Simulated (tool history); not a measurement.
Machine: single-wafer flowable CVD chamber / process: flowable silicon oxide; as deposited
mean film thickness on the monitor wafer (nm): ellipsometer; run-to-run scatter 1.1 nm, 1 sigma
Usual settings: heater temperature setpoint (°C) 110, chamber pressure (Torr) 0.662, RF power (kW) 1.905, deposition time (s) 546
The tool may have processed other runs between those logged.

run	day	heater temperature setpoint (°C)	chamber pressure (Torr)	RF power (kW)	deposition time (s)	read-back reference wafer on the same gauge, thickness_nm	mean film thickness on the monitor wafer (nm)
1	0	110	0.662	1.905	546	183.831	164.755
2	0.562	110	0.662	1.905	546	183.831	163.028
3	0.925	110	0.662	1.905	546	184.305	162.406
4	1.383	110	0.662	1.7	546	183.974	157.26
5	1.858	110	0.662	1.7	546	183.954	155.135
6	2.317	110	0.662	1.7	546	184.218	156.533
7	2.85	110	0.662	1.785	546	183.404	159.979
8	3.217	110	0.662	1.905	459	184.143	136.833
9	3.771	110	0.662	1.905	459	184.047	136.774
10	4.142	110	0.662	1.905	546	184.316	162.032
11	4.646	110	0.662	1.905	546	183.421	162.904
# day 5.383: capacitance manometer re-zeroed and calibrated
# day 5.583: showerhead replaced
12	5.604	110	0.662	1.905	546	183.905	161.863
13	5.638	110	0.662	1.67	546	184.273	153.23
14	6.162	110	0.662	1.905	546	183.72	161.051
15	6.854	110	0.662	1.905	546	184.487	159.883
16	7.579	104	0.662	1.905	546	184.235	190.073
# day 9.15: thermocouple changed; heater temperature recalibrated
17	9.404	110	0.662	1.905	478	183.767	128.322
# day 10.383: RF generator calibrated
18	10.404	105	0.662	1.775	546	184.33	164.348
19	10.825	99	0.662	1.905	580	183.869	209.516
# day 11.738: thermocouple changed; heater temperature recalibrated, repeated, since the last time left the tool worse
20	12.721	120	0.662	1.645	612	183.913	148.836
# day 13.129: gauge calibrated
21	13.462	110	0.662	2.24	546	183.977	187.392
22	14.108	110	0.756	2.025	546	184.154	211.234
23	14.454	110	0.662	1.905	546	183.938	178.471
24	14.896	117	0.765	2.215	630	184.028	207.017

Run 25 is up next; what results do you expect?
25	15.404	110	0.777	1.905	546	?	?

{"run 25": {"read-back reference wafer on the same gauge, thickness_nm": 184.085, "mean film thickness on the monitor wafer (nm)": 213.097}}
Were there no unlogged condition in the tool, this run, its random variation unchanged, would have produced mean film thickness on the monitor wafer (nm) 213.513.
